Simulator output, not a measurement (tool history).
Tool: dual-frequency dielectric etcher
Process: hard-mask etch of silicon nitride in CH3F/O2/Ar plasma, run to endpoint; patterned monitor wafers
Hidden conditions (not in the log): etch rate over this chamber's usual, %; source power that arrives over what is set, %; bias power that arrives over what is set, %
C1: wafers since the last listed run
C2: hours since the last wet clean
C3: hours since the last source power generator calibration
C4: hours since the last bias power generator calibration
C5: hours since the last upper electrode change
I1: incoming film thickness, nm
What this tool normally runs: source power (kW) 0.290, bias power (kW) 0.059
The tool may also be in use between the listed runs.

run 1 hour=0.0 | source_power_(kW)=0.320 bias_power_(kW)=0.048 | C1=0 C2=284.4 C3=1715.3 C4=1928.9 C5=5582.2 | I1=38.89 | endpoint_time_(s)=61.7
run 2 hour=24.7 | source_power_(kW)=0.320 bias_power_(kW)=0.048 | C1=222 C2=309.1 C3=1740.0 C4=1953.6 C5=5606.9 | I1=38.58 | endpoint_time_(s)=60.4
run 3 hour=49.5 | source_power_(kW)=0.280 bias_power_(kW)=0.059 | C1=223 C2=333.9 C3=1764.8 C4=1978.4 C5=5631.7 | I1=39.25 | endpoint_time_(s)=61.4
run 4 hour=69.8 | source_power_(kW)=0.280 bias_power_(kW)=0.059 | C1=182 C2=354.2 C3=1785.1 C4=1998.7 C5=5652.0 | I1=38.69 | endpoint_time_(s)=61.4
run 5 hour=102.6 | source_power_(kW)=0.280 bias_power_(kW)=0.059 | C1=295 C2=387.0 C3=1817.9 C4=2031.5 C5=5684.8 | I1=39.13 | endpoint_time_(s)=61.8
run 6 hour=118.5 | source_power_(kW)=0.310 bias_power_(kW)=0.059 | C1=143 C2=402.9 C3=1833.8 C4=2047.4 C5=5700.7 | I1=39.06 | endpoint_time_(s)=59.0
run 7 hour=153.4 | source_power_(kW)=0.310 bias_power_(kW)=0.059 | C1=314 C2=437.8 C3=1868.7 C4=2082.3 C5=5735.6 | I1=38.75 | endpoint_time_(s)=58.0
run 8 hour=169.6 | source_power_(kW)=0.290 bias_power_(kW)=0.059 | C1=145 C2=454.0 C3=1884.9 C4=2098.5 C5=5751.8 | I1=39.09 | endpoint_time_(s)=59.8
run 9 hour=202.0 | source_power_(kW)=0.290 bias_power_(kW)=0.059 | C1=291 C2=486.4 C3=1917.3 C4=2130.9 C5=5784.2 | I1=38.65 | endpoint_time_(s)=59.1
-- hour=227.1 source power generator calibrated
run 10 hour=231.8 | source_power_(kW)=0.290 bias_power_(kW)=0.053 | C1=232 C2=516.2 C3=4.7 C4=2160.7 C5=5814.0 | I1=39.14 | endpoint_time_(s)=61.3
run 11 hour=253.3 | source_power_(kW)=0.290 bias_power_(kW)=0.053 | C1=193 C2=537.7 C3=26.2 C4=2182.2 C5=5835.5 | I1=38.73 | endpoint_time_(s)=60.5
-- hour=292.8 bias power generator calibrated
-- hour=297.9 wet clean of the chamber
run 12 hour=298.4 | source_power_(kW)=0.290 bias_power_(kW)=0.059 | C1=324 C2=0.5 C3=71.3 C4=5.6 C5=5880.6 | I1=39.37 | endpoint_time_(s)=64.1
run 13 hour=306.4 | source_power_(kW)=0.290 bias_power_(kW)=0.059 | C1=72 C2=8.5 C3=79.3 C4=13.6 C5=5888.6 | I1=39.13 | endpoint_time_(s)=62.8
run 14 hour=319.6 | source_power_(kW)=0.340 bias_power_(kW)=0.064 | C1=118 C2=21.7 C3=92.5 C4=26.8 C5=5901.8 | I1=38.77 | endpoint_time_(s)=58.5
run 15 hour=347.3 | source_power_(kW)=0.310 bias_power_(kW)=0.055 | C1=249 C2=49.4 C3=120.2 C4=54.5 C5=5929.5 | I1=39.08 | endpoint_time_(s)=62.5
run 16 hour=374.7 | source_power_(kW)=0.290 bias_power_(kW)=0.059 | C1=246 C2=76.8 C3=147.6 C4=81.9 C5=5956.9 | I1=38.92 | endpoint_time_(s)=61.8
run 17 hour=397.8 | source_power_(kW)=0.320 bias_power_(kW)=0.072 | C1=208 C2=99.9 C3=170.7 C4=105.0 C5=5980.0 | I1=38.89 | endpoint_time_(s)=57.8
run 18 hour=410.2 | source_power_(kW)=0.340 bias_power_(kW)=0.071 | C1=111 C2=112.3 C3=183.1 C4=117.4 C5=5992.4 | I1=38.75 | endpoint_time_(s)=56.5
-- hour=452.0 upper electrode replaced
run 19 hour=452.5 | source_power_(kW)=0.310 bias_power_(kW)=0.046 | C1=164 C2=154.6 C3=225.4 C4=159.7 C5=0.5 | I1=38.73 | endpoint_time_(s)=63.6
run 20 hour=470.4 | source_power_(kW)=0.290 bias_power_(kW)=0.059 | C1=161 C2=172.5 C3=243.3 C4=177.6 C5=18.4 | I1=39.36 | endpoint_time_(s)=62.5
run 21 hour=493.2 | source_power_(kW)=0.290 bias_power_(kW)=0.059 | C1=205 C2=195.3 C3=266.1 C4=200.4 C5=41.2 | I1=38.52 | endpoint_time_(s)=61.3
run 22 hour=531.6 | source_power_(kW)=0.290 bias_power_(kW)=0.059 | C1=345 C2=233.7 C3=304.5 C4=238.8 C5=79.6 | I1=38.44 | endpoint_time_(s)=60.7
run 23 hour=561.6 | source_power_(kW)=0.240 bias_power_(kW)=0.064 | C1=270 C2=263.7 C3=334.5 C4=268.8 C5=109.6 | I1=39.00 | endpoint_time_(s)=63.8
run 24 hour=577.1 | source_power_(kW)=0.290 bias_power_(kW)=0.066 | C1=139 C2=279.2 C3=350.0 C4=284.3 C5=125.1 | I1=38.79 | endpoint_time_(s)=59.8
run 25 hour=611.6 | source_power_(kW)=0.250 bias_power_(kW)=0.059 | C1=310 C2=313.7 C3=384.5 C4=318.8 C5=159.6 | I1=38.96 | endpoint_time_(s)=63.4
run 26 hour=625.7 | source_power_(kW)=0.240 bias_power_(kW)=0.053 | C1=127 C2=327.8 C3=398.6 C4=332.9 C5=173.7 | I1=39.04 | endpoint_time_(s)=65.6
run 27 hour=652.6 | source_power_(kW)=0.290 bias_power_(kW)=0.059 | C1=242 C2=354.7 C3=425.5 C4=359.8 C5=200.6 | I1=39.25 | endpoint_time_(s)=61.7

What if the next run were any one of these 5? Each begins from the tool's condition after run 27:
run A hour=653.0 | source_power_(kW)=0.290 bias_power_(kW)=0.059 | C1=3 C2=355.1 C3=425.9 C4=360.2 C5=201.0 | I1=38.79 | endpoint_time_(s)=?
run B hour=653.0 | source_power_(kW)=0.310 bias_power_(kW)=0.065 | C1=3 C2=355.1 C3=425.9 C4=360.2 C5=201.0 | I1=38.79 | endpoint_time_(s)=?
run C hour=653.0 | source_power_(kW)=0.250 bias_power_(kW)=0.070 | C1=3 C2=355.1 C3=425.9 C4=360.2 C5=201.0 | I1=38.79 | endpoint_time_(s)=?
run D hour=653.0 | source_power_(kW)=0.330 bias_power_(kW)=0.063 | C1=3 C2=355.1 C3=425.9 C4=360.2 C5=201.0 | I1=38.79 | endpoint_time_(s)=?
run E hour=653.0 | source_power_(kW)=0.290 bias_power_(kW)=0.045 | C1=3 C2=355.1 C3=425.9 C4=360.2 C5=201.0 | I1=38.79 | endpoint_time_(s)=?

run=A endpoint_time_(s)=60.6
run=B endpoint_time_(s)=58.2
run=C endpoint_time_(s)=61.0
run=D endpoint_time_(s)=57.5
run=E endpoint_time_(s)=63.8
Had the tool no hidden state, the same runs would have come out as:
run=A endpoint_time_(s)=62.4
run=B endpoint_time_(s)=60.0
run=C endpoint_time_(s)=62.8
run=D endpoint_time_(s)=59.2
run=E endpoint_time_(s)=65.7
